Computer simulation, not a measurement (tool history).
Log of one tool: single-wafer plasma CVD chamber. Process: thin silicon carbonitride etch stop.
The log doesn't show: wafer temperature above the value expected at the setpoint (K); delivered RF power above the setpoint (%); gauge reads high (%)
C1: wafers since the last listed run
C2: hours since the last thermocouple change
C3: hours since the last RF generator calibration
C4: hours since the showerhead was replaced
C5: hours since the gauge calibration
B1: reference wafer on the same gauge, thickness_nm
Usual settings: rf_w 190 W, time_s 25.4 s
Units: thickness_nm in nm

run 1 hour=0 | rf_w=190 time_s=23.1 | C1=0 C2=558.5 C3=111.4 C4=3181.3 C5=606.5 | B1=14.898 | thickness_nm=13.2
run 2 hour=66 | rf_w=190 time_s=23.1 | C1=1785 C2=624.5 C3=177.4 C4=3247.3 C5=672.5 | B1=14.902 | thickness_nm=13.169
-- hour=69.5 gauge calibrated
run 3 hour=115.1 | rf_w=190 time_s=23.1 | C1=1328 C2=673.6 C3=226.5 C4=3296.4 C5=45.6 | B1=14.901 | thickness_nm=13.2
run 4 hour=159.1 | rf_w=190 time_s=23.3 | C1=1190 C2=717.6 C3=270.5 C4=3340.4 C5=89.6 | B1=14.903 | thickness_nm=13.258
run 5 hour=209 | rf_w=190 time_s=23.3 | C1=1349 C2=767.5 C3=320.4 C4=3390.3 C5=139.5 | B1=14.903 | thickness_nm=13.321
run 6 hour=257.3 | rf_w=215 time_s=25.4 | C1=1306 C2=815.8 C3=368.7 C4=3438.6 C5=187.8 | B1=14.904 | thickness_nm=15.414
run 7 hour=293.7 | rf_w=190 time_s=25.4 | C1=984 C2=852.2 C3=405.1 C4=3475 C5=224.2 | B1=14.91 | thickness_nm=14.465
run 8 hour=343.1 | rf_w=190 time_s=25.4 | C1=1336 C2=901.6 C3=454.5 C4=3524.4 C5=273.6 | B1=14.893 | thickness_nm=14.478
run 9 hour=381.7 | rf_w=190 time_s=25.4 | C1=1044 C2=940.2 C3=493.1 C4=3563 C5=312.2 | B1=14.897 | thickness_nm=14.469
run 10 hour=430.9 | rf_w=190 time_s=25.4 | C1=1330 C2=989.4 C3=542.3 C4=3612.2 C5=361.4 | B1=14.901 | thickness_nm=14.461
run 11 hour=459.3 | rf_w=190 time_s=25.4 | C1=768 C2=1017.8 C3=570.7 C4=3640.6 C5=389.8 | B1=14.897 | thickness_nm=14.454
run 12 hour=528.5 | rf_w=190 time_s=25.4 | C1=1872 C2=1087 C3=639.9 C4=3709.8 C5=459 | B1=14.902 | thickness_nm=14.461
run 13 hour=562.6 | rf_w=190 time_s=25.4 | C1=922 C2=1121.1 C3=674 C4=3743.9 C5=493.1 | B1=14.898 | thickness_nm=14.415
-- hour=633.5 thermocouple changed; heater temperature recalibrated
run 14 hour=634 | rf_w=190 time_s=25.4 | C1=1715 C2=0.5 C3=745.4 C4=3815.3 C5=564.5 | B1=14.897 | thickness_nm=14.425
run 15 hour=671.6 | rf_w=155 time_s=23 | C1=1017 C2=38.1 C3=783 C4=3852.9 C5=602.1 | B1=14.902 | thickness_nm=11.687
run 16 hour=702.4 | rf_w=205 time_s=23.8 | C1=833 C2=68.9 C3=813.8 C4=3883.7 C5=632.9 | B1=14.897 | thickness_nm=14.031
-- hour=728.6 gauge calibrated
run 17 hour=743.5 | rf_w=210 time_s=22.1 | C1=1111 C2=110 C3=854.9 C4=3924.8 C5=14.9 | B1=14.901 | thickness_nm=13.145
run 18 hour=814.2 | rf_w=190 time_s=25.4 | C1=1912 C2=180.7 C3=925.6 C4=3995.5 C5=85.6 | B1=14.902 | thickness_nm=14.338
-- hour=833.7 showerhead replaced
run 19 hour=852 | rf_w=165 time_s=28.3 | C1=806 C2=218.5 C3=963.4 C4=18.3 C5=123.4 | B1=14.894 | thickness_nm=14.828
run 20 hour=880.8 | rf_w=190 time_s=25.4 | C1=779 C2=247.3 C3=992.2 C4=47.1 C5=152.2 | B1=14.906 | thickness_nm=14.358
-- hour=892.7 RF generator calibrated
run 21 hour=906 | rf_w=170 time_s=22.9 | C1=465 C2=272.5 C3=13.3 C4=72.3 C5=177.4 | B1=14.898 | thickness_nm=12.305
run 22 hour=973 | rf_w=190 time_s=25.4 | C1=1812 C2=339.5 C3=80.3 C4=139.3 C5=244.4 | B1=14.898 | thickness_nm=14.466
run 23 hour=1024.2 | rf_w=165 time_s=21.6 | C1=1385 C2=390.7 C3=131.5 C4=190.5 C5=295.6 | B1=14.905 | thickness_nm=11.383
run 24 hour=1092.7 | rf_w=155 time_s=27 | C1=1853 C2=459.2 C3=200 C4=259 C5=364.1 | B1=14.902 | thickness_nm=13.731
run 25 hour=1147.5 | rf_w=190 time_s=23.1 | C1=1482 C2=514 C3=254.8 C4=313.8 C5=418.9 | B1=14.895 | thickness_nm=13.159
run 26 hour=1213.2 | rf_w=190 time_s=25.4 | C1=1777 C2=579.7 C3=320.5 C4=379.5 C5=484.6 | B1=14.903 | thickness_nm=14.469
run 27 hour=1255.1 | rf_w=225 time_s=29.4 | C1=1133 C2=621.6 C3=362.4 C4=421.4 C5=526.5 | B1=14.902 | thickness_nm=18.159
run 28 hour=1284.2 | rf_w=190 time_s=22.8 | C1=787 C2=650.7 C3=391.5 C4=450.5 C5=555.6 | B1=14.904 | thickness_nm=13.001

The same runs without the tool's hidden state, with the same run-to-run variation:
run=1 thickness_nm=13.217
run=2 thickness_nm=13.188
run=3 thickness_nm=13.223
run=4 thickness_nm=13.283
run=5 thickness_nm=13.35
run=6 thickness_nm=15.454
run=7 thickness_nm=14.506
run=8 thickness_nm=14.526
run=9 thickness_nm=14.522
run=10 thickness_nm=14.522
run=11 thickness_nm=14.52
run=12 thickness_nm=14.54
run=13 thickness_nm=14.5
run=14 thickness_nm=14.525
run=15 thickness_nm=11.776
run=16 thickness_nm=14.146
run=17 thickness_nm=13.262
run=18 thickness_nm=14.484
run=19 thickness_nm=14.992
run=20 thickness_nm=14.525
run=21 thickness_nm=12.332
run=22 thickness_nm=14.5
run=23 thickness_nm=11.411
run=24 thickness_nm=13.767
run=25 thickness_nm=13.198
run=26 thickness_nm=14.517
run=27 thickness_nm=18.225
run=28 thickness_nm=13.051
